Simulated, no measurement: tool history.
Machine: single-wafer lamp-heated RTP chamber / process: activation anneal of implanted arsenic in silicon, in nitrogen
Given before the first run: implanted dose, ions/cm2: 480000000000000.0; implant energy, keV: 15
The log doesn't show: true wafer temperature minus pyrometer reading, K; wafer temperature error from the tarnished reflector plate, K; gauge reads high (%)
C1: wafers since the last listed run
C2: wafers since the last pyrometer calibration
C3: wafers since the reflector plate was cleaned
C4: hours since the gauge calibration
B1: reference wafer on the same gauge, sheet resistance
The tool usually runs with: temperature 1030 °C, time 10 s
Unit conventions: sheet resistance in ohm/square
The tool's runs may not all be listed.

run 1 hour=0.0 | temperature=1030 time=10 | C1=0 C2=324 C3=2001 C4=594.0 | B1=193.91 | sheet_resistance=210.55
run 2 hour=49.0 | temperature=1030 time=10 | C1=1002 C2=1326 C3=3003 C4=643.0 | B1=194.06 | sheet_resistance=208.71
run 3 hour=117.1 | temperature=1030 time=10 | C1=1392 C2=2719 C3=4396 C4=711.1 | B1=194.08 | sheet_resistance=210.21
run 4 hour=172.1 | temperature=1017 time=10 | C1=1124 C2=3844 C3=5521 C4=766.1 | B1=193.94 | sheet_resistance=213.10
run 5 hour=202.4 | temperature=1014 time=10 | C1=619 C2=4463 C3=6140 C4=796.4 | B1=193.95 | sheet_resistance=210.60
run 6 hour=262.0 | temperature=1014 time=10 | C1=1218 C2=5682 C3=7359 C4=856.0 | B1=194.05 | sheet_resistance=211.83
run 7 hour=326.6 | temperature=1030 time=12 | C1=1321 C2=7003 C3=8680 C4=920.6 | B1=194.01 | sheet_resistance=207.94
run 8 hour=363.5 | temperature=1030 time=13 | C1=754 C2=7758 C3=9435 C4=957.5 | B1=194.08 | sheet_resistance=208.46
-- hour=397.8 reflector plate cleaned
run 9 hour=424.5 | temperature=1030 time=13 | C1=1083 C2=8841 C3=546 C4=1018.5 | B1=193.97 | sheet_resistance=207.97
run 10 hour=451.2 | temperature=1048 time=10 | C1=546 C2=9388 C3=1092 C4=1045.2 | B1=194.01 | sheet_resistance=206.99
run 11 hour=512.4 | temperature=1048 time=10 | C1=1251 C2=10639 C3=2344 C4=1106.4 | B1=194.11 | sheet_resistance=206.85
-- hour=568.4 pyrometer window cleaned and pyrometer calibrated
run 12 hour=568.9 | temperature=1030 time=10 | C1=991 C2=10 C3=3336 C4=1162.9 | B1=194.16 | sheet_resistance=209.03
run 13 hour=606.6 | temperature=1030 time=10 | C1=770 C2=781 C3=4107 C4=1200.6 | B1=194.01 | sheet_resistance=210.00
run 14 hour=631.5 | temperature=1030 time=10 | C1=509 C2=1290 C3=4616 C4=1225.5 | B1=193.86 | sheet_resistance=209.05
run 15 hour=684.1 | temperature=1021 time=13 | C1=1075 C2=2366 C3=5691 C4=1278.1 | B1=193.91 | sheet_resistance=210.11
run 16 hour=728.9 | temperature=1030 time=5 | C1=916 C2=3282 C3=6608 C4=1322.9 | B1=194.05 | sheet_resistance=212.66
run 17 hour=784.7 | temperature=1043 time=12 | C1=1141 C2=4423 C3=7749 C4=1378.7 | B1=193.79 | sheet_resistance=207.38
run 18 hour=821.2 | temperature=1012 time=15 | C1=746 C2=5170 C3=8495 C4=1415.2 | B1=194.01 | sheet_resistance=210.08
run 19 hour=858.4 | temperature=1030 time=10 | C1=760 C2=5931 C3=9256 C4=1452.4 | B1=194.06 | sheet_resistance=211.32
-- hour=901.2 reflector plate cleaned
run 20 hour=922.0 | temperature=1000 time=5 | C1=1137 C2=7068 C3=426 C4=1516.0 | B1=194.16 | sheet_resistance=216.86
run 21 hour=966.8 | temperature=1053 time=14 | C1=916 C2=7984 C3=1342 C4=1560.8 | B1=193.95 | sheet_resistance=203.87
run 22 hour=1020.5 | temperature=1030 time=10 | C1=1098 C2=9082 C3=2440 C4=1614.5 | B1=194.07 | sheet_resistance=210.32
-- hour=1076.3 pyrometer window cleaned and pyrometer calibrated
run 23 hour=1086.6 | temperature=1052 time=5 | C1=1188 C2=210 C3=3628 C4=1680.6 | B1=193.93 | sheet_resistance=210.67
run 24 hour=1116.8 | temperature=1040 time=15 | C1=617 C2=827 C3=4246 C4=1710.8 | B1=194.06 | sheet_resistance=205.56
run 25 hour=1152.7 | temperature=1020 time=14 | C1=734 C2=1561 C3=4980 C4=1746.7 | B1=194.06 | sheet_resistance=209.26
run 26 hour=1210.1 | temperature=1030 time=7 | C1=1173 C2=2735 C3=6154 C4=1804.1 | B1=193.76 | sheet_resistance=211.99
run 27 hour=1285.6 | temperature=1057 time=10 | C1=1543 C2=4279 C3=7698 C4=1879.6 | B1=194.18 | sheet_resistance=205.05
run 28 hour=1332.7 | temperature=1022 time=10 | C1=963 C2=5242 C3=8661 C4=1926.7 | B1=193.84 | sheet_resistance=210.54
-- hour=1349.2 reflector plate cleaned
-- hour=1373.0 gauge calibrated
run 29 hour=1396.6 | temperature=1004 time=6 | C1=1143 C2=6386 C3=970 C4=23.6 | B1=194.04 | sheet_resistance=215.78
run 30 hour=1526.8 | temperature=1030 time=10 | C1=2662 C2=9048 C3=3632 C4=153.8 | B1=193.70 | sheet_resistance=209.06
-- hour=1544.1 pyrometer window cleaned and pyrometer calibrated
run 31 hour=1655.9 | temperature=1030 time=10 | C1=2476 C2=2286 C3=6109 C4=282.9 | B1=194.04 | sheet_resistance=209.12
run 32 hour=1696.8 | temperature=1030 time=10 | C1=836 C2=3122 C3=6945 C4=323.8 | B1=193.99 | sheet_resistance=209.39
run 33 hour=1764.4 | temperature=1030 time=10 | C1=1382 C2=4505 C3=8328 C4=391.4 | B1=193.98 | sheet_resistance=210.78
run 34 hour=1825.7 | temperature=1039 time=10 | C1=1253 C2=5758 C3=9581 C4=452.7 | B1=194.22 | sheet_resistance=209.31
-- hour=1871.2 reflector plate cleaned
run 35 hour=1883.6 | temperature=1030 time=10 | C1=1020 C2=6779 C3=253 C4=510.6 | B1=193.94 | sheet_resistance=209.33
run 36 hour=1946.5 | temperature=1053 time=10 | C1=1286 C2=8065 C3=1539 C4=573.5 | B1=194.00 | sheet_resistance=206.55

4 ways to go on from here, each from the tool as it stands after run 36. What would each give?
run A hour=1946.9 | temperature=1049 time=10 | C1=8 C2=8073 C3=1547 C4=573.9 | B1=? | sheet_resistance=?
run B hour=1946.9 | temperature=1059 time=6 | C1=8 C2=8073 C3=1547 C4=573.9 | B1=? | sheet_resistance=?
run C hour=1946.9 | temperature=1038 time=6 | C1=8 C2=8073 C3=1547 C4=573.9 | B1=? | sheet_resistance=?
run D hour=1946.9 | temperature=1002 time=13 | C1=8 C2=8073 C3=1547 C4=573.9 | B1=? | sheet_resistance=?

run=A B1=194.04 sheet_resistance=207.93
run=B B1=194.04 sheet_resistance=210.25
run=C B1=194.04 sheet_resistance=213.17
run=D B1=194.04 sheet_resistance=212.88
Take away the tool's hidden state, keep each run's random variation, and the runs would have read:
run=A sheet_resistance=207.93
run=B sheet_resistance=210.25
run=C sheet_resistance=213.17
run=D sheet_resistance=212.88
